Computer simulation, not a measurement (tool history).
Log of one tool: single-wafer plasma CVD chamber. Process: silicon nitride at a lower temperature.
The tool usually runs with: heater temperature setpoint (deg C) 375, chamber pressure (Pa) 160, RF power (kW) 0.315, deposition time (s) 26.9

run   hour  heater temperature setpoint (deg C)  chamber pressure (Pa)  RF power (kW)  deposition time (s)  read-back reference wafer on the same gauge, thickness_nm  mean film thickness on the monitor wafer (nm)
  1      0                                  375                    188           0.33                 26.9                                                     24.509                                         30.005
  2   14.8                                  375                    188           0.33                 26.9                                                     24.611                                         30.184
  3   48.8                                  365                    160          0.315                 26.9                                                     24.531                                         27.235
      74.8  -- showerhead replaced
      84.6  -- RF generator calibrated
  4   85.1                                  375                    177          0.315                 26.9                                                     24.612                                         28.518
  5  104.6                                  375                    160          0.315                 26.9                                                     24.593                                         27.195
       117  -- thermocouple changed; heater temperature recalibrated
  6  135.5                                  375                    160          0.265                 26.9                                                     24.633                                         24.064
  7  158.2                                  375                    160          0.315                 26.9                                                     24.628                                         27.336
  8    173                                  360                    160          0.315                 30.3                                                     24.641                                         30.638
     197.6  -- capacitance manometer re-zeroed and calibrated
  9  198.1                                  361                    160          0.265                 29.7                                                      24.58                                         26.747
 10    213                                  375                    160          0.315                 26.9                                                     24.717                                         27.131
 11  269.1                                  375                    160          0.315                 26.9                                                     24.717                                         27.267
 12  303.9                                  375                    121          0.255                   24                                                     24.754                                          17.62
 13  319.9                                  375                    160          0.355                 26.9                                                     24.772                                         29.418
 14  348.6                                  385                    160          0.315                 29.6                                                      24.84                                           29.8
 15  382.3                                  375                    131          0.315                 28.8                                                      24.82                                         25.952
 16  401.6                                  375                    183           0.28                 26.9                                                     24.849                                         26.817
 17  419.3                                  384                    160          0.315                 26.9                                                     24.907                                         27.273
     426.1  -- gauge calibrated
 18  439.7                                  362                    181          0.315                 23.9                                                     24.437                                          25.53
 19  467.1                                  381                    172          0.315                 26.9                                                     24.435                                         27.772
 20  488.3                                  375                    197          0.315                 31.3                                                     24.475                                         34.549
 21  519.7                                  375                    144           0.29                 26.9                                                     24.404                                         24.052
 22  540.8                                  370                    160          0.315                 26.9                                                     24.477                                         26.957
 23  554.1                                  366                    195           0.34                   29                                                      24.41                                         33.552
 24  571.3                                  367                    135           0.34                 24.2                                                     24.411                                         23.312
 25  590.5                                  375                    144          0.315                 23.7                                                     24.471                                          22.39
 26  619.3                                  364                    160           0.34                 23.2                                                     24.467                                         24.573
 27  644.5                                  375                    160          0.315                 26.9                                                     24.394                                         27.274
 28  678.5                                  375                    160          0.315                 26.9                                                     24.512                                         27.113
 29  690.7                                  375                    160           0.37                 26.9                                                     24.444                                         30.196

Per-run results on a tool with no hidden state, each run keeping its own random variation:
What the log doesn't record here: wafer temperature above the value expected at the setpoint (K); delivered RF power above the setpoint (%); true pressure above the setpoint (%); gauge reads high (%).
run  mean film thickness on the monitor wafer (nm)
  1                                         29.854
  2                                         30.022
  3                                         27.066
  4                                         28.314
  5                                         26.986
  6                                         23.857
  7                                         27.083
  8                                         30.341
  9                                         26.466
 10                                         26.833
 11                                         26.915
 12                                          17.37
 13                                         28.984
 14                                         29.326
 15                                         25.505
 16                                         26.333
 17                                          26.76
 18                                         25.497
 19                                         27.735
 20                                         34.502
 21                                         24.016
 22                                         26.913
 23                                         33.495
 24                                          23.27
 25                                         22.346
 26                                         24.518
 27                                         27.206
 28                                         27.035
 29                                         30.104

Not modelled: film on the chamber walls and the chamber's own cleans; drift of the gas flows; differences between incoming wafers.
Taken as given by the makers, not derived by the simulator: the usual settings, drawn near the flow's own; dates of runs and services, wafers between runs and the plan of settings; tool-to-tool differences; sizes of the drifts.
